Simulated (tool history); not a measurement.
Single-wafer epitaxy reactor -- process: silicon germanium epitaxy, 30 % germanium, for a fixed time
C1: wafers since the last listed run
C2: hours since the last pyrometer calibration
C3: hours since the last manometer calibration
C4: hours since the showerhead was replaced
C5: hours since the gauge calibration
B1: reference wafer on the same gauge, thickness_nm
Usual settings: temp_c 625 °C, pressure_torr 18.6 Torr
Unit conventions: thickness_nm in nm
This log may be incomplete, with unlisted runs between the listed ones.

{"run": 1, "hour": 0.0, "temp_c": 625, "pressure_torr": 21.1, "C1": 0, "C2": 263.8, "C3": 1908.6, "C4": 7232.4, "C5": 483.4, "B1": 79.884, "thickness_nm": 89.114}
{"run": 2, "hour": 34.5, "temp_c": 625, "pressure_torr": 21.1, "C1": 357, "C2": 298.3, "C3": 1943.1, "C4": 7266.9, "C5": 517.9, "B1": 79.802, "thickness_nm": 89.392}
{"run": 3, "hour": 66.0, "temp_c": 636, "pressure_torr": 18.6, "C1": 326, "C2": 329.8, "C3": 1974.6, "C4": 7298.4, "C5": 549.4, "B1": 79.707, "thickness_nm": 100.158}
{"run": 4, "hour": 94.6, "temp_c": 636, "pressure_torr": 18.6, "C1": 296, "C2": 358.4, "C3": 2003.2, "C4": 7327, "C5": 578, "B1": 79.602, "thickness_nm": 99.837}
{"run": 5, "hour": 126.1, "temp_c": 636, "pressure_torr": 18.6, "C1": 326, "C2": 389.9, "C3": 2034.7, "C4": 7358.5, "C5": 609.5, "B1": 79.58, "thickness_nm": 99.347}
{"run": 6, "hour": 141.2, "temp_c": 625, "pressure_torr": 18.6, "C1": 156, "C2": 405, "C3": 2049.8, "C4": 7373.6, "C5": 624.6, "B1": 79.488, "thickness_nm": 84.414}
{"run": 7, "hour": 176.8, "temp_c": 625, "pressure_torr": 18.6, "C1": 369, "C2": 440.6, "C3": 2085.4, "C4": 7409.2, "C5": 660.2, "B1": 79.393, "thickness_nm": 84.708}
{"run": 8, "hour": 204.1, "temp_c": 625, "pressure_torr": 18.6, "C1": 283, "C2": 467.9, "C3": 2112.7, "C4": 7436.5, "C5": 687.5, "B1": 79.294, "thickness_nm": 84.534}
{"hour": 209.0, "done": "gauge calibrated"}
{"run": 9, "hour": 233.6, "temp_c": 625, "pressure_torr": 18.6, "C1": 306, "C2": 497.4, "C3": 2142.2, "C4": 7466, "C5": 24.6, "B1": 81.399, "thickness_nm": 87.097}
{"run": 10, "hour": 249.2, "temp_c": 625, "pressure_torr": 18.6, "C1": 161, "C2": 513, "C3": 2157.8, "C4": 7481.6, "C5": 40.2, "B1": 81.351, "thickness_nm": 86.4}
{"run": 11, "hour": 283.0, "temp_c": 625, "pressure_torr": 17.6, "C1": 350, "C2": 546.8, "C3": 2191.6, "C4": 7515.4, "C5": 74, "B1": 81.244, "thickness_nm": 84.594}
{"run": 12, "hour": 303.9, "temp_c": 625, "pressure_torr": 17.6, "C1": 216, "C2": 567.7, "C3": 2212.5, "C4": 7536.3, "C5": 94.9, "B1": 81.187, "thickness_nm": 84.711}
{"run": 13, "hour": 327.1, "temp_c": 625, "pressure_torr": 17.6, "C1": 240, "C2": 590.9, "C3": 2235.7, "C4": 7559.5, "C5": 118.1, "B1": 81.1, "thickness_nm": 84.841}
{"run": 14, "hour": 342.0, "temp_c": 625, "pressure_torr": 18.6, "C1": 154, "C2": 605.8, "C3": 2250.6, "C4": 7574.4, "C5": 133, "B1": 81.073, "thickness_nm": 86.293}
{"run": 15, "hour": 374.6, "temp_c": 625, "pressure_torr": 21.5, "C1": 338, "C2": 638.4, "C3": 2283.2, "C4": 7607, "C5": 165.6, "B1": 80.988, "thickness_nm": 91.317}
{"run": 16, "hour": 389.6, "temp_c": 631, "pressure_torr": 16.1, "C1": 155, "C2": 653.4, "C3": 2298.2, "C4": 7622, "C5": 180.6, "B1": 80.918, "thickness_nm": 89.394}
{"run": 17, "hour": 401.8, "temp_c": 618, "pressure_torr": 20.9, "C1": 126, "C2": 665.6, "C3": 2310.4, "C4": 7634.2, "C5": 192.8, "B1": 80.937, "thickness_nm": 81.413}
{"run": 18, "hour": 424.7, "temp_c": 640, "pressure_torr": 15.9, "C1": 237, "C2": 688.5, "C3": 2333.3, "C4": 7657.1, "C5": 215.7, "B1": 80.812, "thickness_nm": 100.577}
{"run": 19, "hour": 451.4, "temp_c": 618, "pressure_torr": 20.9, "C1": 277, "C2": 715.2, "C3": 2360, "C4": 7683.8, "C5": 242.4, "B1": 80.796, "thickness_nm": 81.139}
{"run": 20, "hour": 476.7, "temp_c": 625, "pressure_torr": 17.6, "C1": 262, "C2": 740.5, "C3": 2385.3, "C4": 7709.1, "C5": 267.7, "B1": 80.725, "thickness_nm": 84.398}
{"run": 21, "hour": 509.6, "temp_c": 625, "pressure_torr": 20.8, "C1": 341, "C2": 773.4, "C3": 2418.2, "C4": 7742, "C5": 300.6, "B1": 80.627, "thickness_nm": 90.111}
{"run": 22, "hour": 523.4, "temp_c": 611, "pressure_torr": 14.1, "C1": 143, "C2": 787.2, "C3": 2432, "C4": 7755.8, "C5": 314.4, "B1": 80.564, "thickness_nm": 61.836}
{"hour": 555.6, "done": "capacitance manometer re-zeroed and calibrated"}
{"run": 23, "hour": 556.1, "temp_c": 625, "pressure_torr": 17.1, "C1": 256, "C2": 819.9, "C3": 0.5, "C4": 7788.5, "C5": 347.1, "B1": 80.461, "thickness_nm": 83.378}
{"run": 24, "hour": 581.4, "temp_c": 618, "pressure_torr": 16.2, "C1": 262, "C2": 845.2, "C3": 25.8, "C4": 7813.8, "C5": 372.4, "B1": 80.382, "thickness_nm": 72.702}
{"run": 25, "hour": 608.3, "temp_c": 625, "pressure_torr": 18.6, "C1": 279, "C2": 872.1, "C3": 52.7, "C4": 7840.7, "C5": 399.3, "B1": 80.317, "thickness_nm": 86.226}
{"hour": 633.5, "done": "pyrometer calibrated"}
{"run": 26, "hour": 635.4, "temp_c": 611, "pressure_torr": 20.7, "C1": 198, "C2": 1.9, "C3": 79.8, "C4": 7867.8, "C5": 426.4, "B1": 80.22, "thickness_nm": 71.861}
{"run": 27, "hour": 651.2, "temp_c": 618, "pressure_torr": 17.4, "C1": 163, "C2": 17.7, "C3": 95.6, "C4": 7883.6, "C5": 442.2, "B1": 80.222, "thickness_nm": 74.536}
{"run": 28, "hour": 678.1, "temp_c": 625, "pressure_torr": 18.6, "C1": 279, "C2": 44.6, "C3": 122.5, "C4": 7910.5, "C5": 469.1, "B1": 80.122, "thickness_nm": 85.263}
{"hour": 696.4, "done": "showerhead replaced"}
{"run": 29, "hour": 706.1, "temp_c": 633, "pressure_torr": 15.6, "C1": 207, "C2": 72.6, "C3": 150.5, "C4": 9.7, "C5": 497.1, "B1": 80.011, "thickness_nm": 89.806}
{"run": 30, "hour": 735.5, "temp_c": 638, "pressure_torr": 18.6, "C1": 305, "C2": 102, "C3": 179.9, "C4": 39.1, "C5": 526.5, "B1": 79.951, "thickness_nm": 103.591}
{"run": 31, "hour": 764.5, "temp_c": 625, "pressure_torr": 22.3, "C1": 300, "C2": 131, "C3": 208.9, "C4": 68.1, "C5": 555.5, "B1": 79.845, "thickness_nm": 91.508}
{"run": 32, "hour": 838.6, "temp_c": 615, "pressure_torr": 18.6, "C1": 768, "C2": 205.1, "C3": 283, "C4": 142.2, "C5": 629.6, "B1": 79.69, "thickness_nm": 73.165}
{"run": 33, "hour": 870.1, "temp_c": 625, "pressure_torr": 18.6, "C1": 326, "C2": 236.6, "C3": 314.5, "C4": 173.7, "C5": 661.1, "B1": 79.529, "thickness_nm": 85.194}
{"run": 34, "hour": 884.8, "temp_c": 632, "pressure_torr": 18.6, "C1": 152, "C2": 251.3, "C3": 329.2, "C4": 188.4, "C5": 675.8, "B1": 79.504, "thickness_nm": 94.202}
{"hour": 898.6, "done": "gauge calibrated"}
{"run": 35, "hour": 903.3, "temp_c": 625, "pressure_torr": 20.2, "C1": 191, "C2": 269.8, "C3": 347.7, "C4": 206.9, "C5": 4.7, "B1": 80.94, "thickness_nm": 88.992}

Hidden state, per run?
wafer temperature above the value expected at the setpoint (K): 0 on each run
true pressure above the setpoint (%): 0 on each run
H1: gauge reads high (%)
run=1 H1=-1.62
run=2 H1=-1.75
run=3 H1=-1.86
run=4 H1=-1.96
run=5 H1=-2.07
run=6 H1=-2.12
run=7 H1=-2.24
run=8 H1=-2.34
run=9 H1=0.228
run=10 H1=0.174
run=11 H1=0.0553
run=12 H1=-0.018
run=13 H1=-0.0992
run=14 H1=-0.151
run=15 H1=-0.266
run=16 H1=-0.318
run=17 H1=-0.361
run=18 H1=-0.441
run=19 H1=-0.535
run=20 H1=-0.623
run=21 H1=-0.739
run=22 H1=-0.787
run=23 H1=-0.902
run=24 H1=-0.99
run=25 H1=-1.08
run=26 H1=-1.18
run=27 H1=-1.23
run=28 H1=-1.33
run=29 H1=-1.43
run=30 H1=-1.53
run=31 H1=-1.63
run=32 H1=-1.89
run=33 H1=-2
run=34 H1=-2.05
run=35 H1=-0.274
